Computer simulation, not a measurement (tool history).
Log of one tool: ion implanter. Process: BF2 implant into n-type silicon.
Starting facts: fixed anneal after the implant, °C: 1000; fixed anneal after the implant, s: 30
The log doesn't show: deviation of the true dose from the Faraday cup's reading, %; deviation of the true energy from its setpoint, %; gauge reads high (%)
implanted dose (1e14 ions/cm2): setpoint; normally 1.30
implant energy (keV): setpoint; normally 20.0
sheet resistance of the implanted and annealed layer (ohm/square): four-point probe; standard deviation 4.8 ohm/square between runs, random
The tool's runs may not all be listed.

run	hour	implanted dose (1e14 ions/cm2)	implant energy (keV)	wafers since the last listed run	hours since the last dose calibration	hours since the extraction supply was calibrated	hours since the gauge calibration	read-back reference wafer on the same gauge, sheet resistance	sheet resistance of the implanted and annealed layer (ohm/square)
1	0.0	1.30	20.0	0	895.1	4357.1	2577.3	778.78	820.59
2	98.8	1.30	16.5	1012	993.9	4455.9	2676.1	779.14	841.59
3	169.6	1.30	16.5	725	1064.7	4526.7	2746.9	779.25	844.56
4	222.2	1.13	25.0	539	1117.3	4579.3	2799.5	778.74	896.71
5	258.5	1.13	25.0	371	1153.6	4615.6	2835.8	779.57	885.88
6	358.7	1.20	20.0	1026	1253.8	4715.8	2936.0	778.59	877.91
# hour 383.7: gauge calibrated
7	429.8	1.20	20.0	728	1324.9	4786.9	46.1	825.98	920.83
# hour 508.3: Faraday cup replaced and dose calibrated
8	508.8	1.20	20.0	727	0.5	4865.9	125.1	820.94	916.88
9	597.0	1.30	20.0	903	88.7	4954.1	213.3	816.59	861.46
10	695.3	1.30	20.0	1007	187.0	5052.4	311.6	814.36	851.19
11	779.3	1.30	20.0	860	271.0	5136.4	395.6	810.63	845.81
12	876.9	1.30	20.0	1000	368.6	5234.0	493.2	807.53	851.15
13	921.2	1.30	20.0	453	412.9	5278.3	537.5	806.72	843.79
14	1011.9	1.30	20.0	929	503.6	5369.0	628.2	803.74	839.20
15	1069.6	1.30	20.0	591	561.3	5426.7	685.9	803.19	835.72
16	1171.4	1.30	20.0	1043	663.1	5528.5	787.7	800.26	846.83
17	1251.2	1.30	16.0	817	742.9	5608.3	867.5	799.45	861.52
18	1296.2	1.30	20.0	461	787.9	5653.3	912.5	798.32	832.28
19	1361.4	1.30	20.0	668	853.1	5718.5	977.7	797.03	825.25
20	1419.1	1.63	20.0	591	910.8	5776.2	1035.4	794.54	680.98
21	1508.1	1.45	26.0	912	999.8	5865.2	1124.4	793.49	728.98
22	1611.3	1.44	22.5	1057	1103.0	5968.4	1227.6	791.79	751.53
23	1708.8	1.68	25.5	999	1200.5	6065.9	1325.1	791.13	647.55
24	1756.3	1.67	14.0	486	1248.0	6113.4	1372.6	789.40	690.59
25	1794.1	0.93	22.0	387	1285.8	6151.2	1410.4	790.72	1091.68
# hour 1847.9: Faraday cup replaced and dose calibrated
26	1900.3	1.18	13.5	1006	52.4	6257.4	1516.6	788.08	944.03
# hour 2218.9: extraction supply calibrated
27	2219.4	0.94	18.0	3188	371.5	0.5	1835.7	785.18	1090.52
28	2296.7	1.30	26.5	792	448.8	77.8	1913.0	785.01	794.50
29	2393.9	1.30	20.0	996	546.0	175.0	2010.2	784.25	827.29
30	2444.0	0.97	20.0	513	596.1	225.1	2060.3	783.41	1054.71
31	2499.7	1.17	26.0	570	651.8	280.8	2116.0	782.37	861.60
32	2603.5	0.92	13.0	1063	755.6	384.6	2219.8	783.12	1159.00
33	2800.7	1.45	20.0	2020	952.8	581.8	2417.0	782.48	746.95
34	2853.3	1.09	24.0	539	1005.4	634.4	2469.6	781.87	919.55
35	2922.1	0.99	16.0	705	1074.2	703.2	2538.4	780.92	1062.37
36	3012.1	1.47	26.5	922	1164.2	793.2	2628.4	780.25	706.21
37	3094.3	1.13	18.0	842	1246.4	875.4	2710.6	780.36	935.06

Branching from run 37: 4 alternative next runs. What would each branch give?
A	3094.7	1.30	20.0	4	1246.8	875.8	2711.0	?	?
B	3094.7	1.44	16.5	4	1246.8	875.8	2711.0	?	?
C	3094.7	1.30	24.0	4	1246.8	875.8	2711.0	?	?
D	3094.7	1.02	26.0	4	1246.8	875.8	2711.0	?	?

run	read-back reference wafer on the same gauge, sheet resistance	sheet resistance of the implanted and annealed layer (ohm/square)
A	780.89	811.46
B	780.89	760.59
C	780.89	791.14
D	780.89	955.33
With the hidden condition removed and each run's random variation left untouched, the same runs would have given:
run	sheet resistance of the implanted and annealed layer (ohm/square)
A	861.83
B	807.80
C	840.24
D	1014.62
